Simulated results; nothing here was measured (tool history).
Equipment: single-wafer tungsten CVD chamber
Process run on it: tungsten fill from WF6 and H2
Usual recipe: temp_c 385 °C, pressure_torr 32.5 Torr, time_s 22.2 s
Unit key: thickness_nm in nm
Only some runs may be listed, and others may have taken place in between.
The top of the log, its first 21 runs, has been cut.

run	hour	temp_c	pressure_torr	time_s	read-back reference wafer on the same gauge, thickness_nm	thickness_nm
# hour 1519.6: thermocouple changed; heater temperature recalibrated
22	1550.8	385	32.5	22.2	48.321	54.406
23	1588.8	385	36.7	25.9	48.287	66.887
24	1690.1	385	32.5	22.2	48.234	54.647
25	1742.1	385	24.5	26.2	48.288	57.772
26	1843.0	385	32.5	22.2	48.281	54.384
27	1884.5	395	36.0	25.3	48.287	76.679
28	1934.3	381	32.5	25.5	48.235	58.145
29	1990.7	378	35.7	21.0	48.324	46.877
30	2083.2	393	25.1	25.7	48.366	65.289
31	2174.1	385	40.3	22.2	48.253	58.322

The next listed run, before its measurement:
32	2214.6	385	32.5	22.2	?	?

Logged for run 32: read-back reference wafer on the same gauge, thickness_nm 48.302, thickness_nm 53.735 nm.
The same run, on a tool lacking any hidden state, would have yielded thickness_nm 54.336 nm.
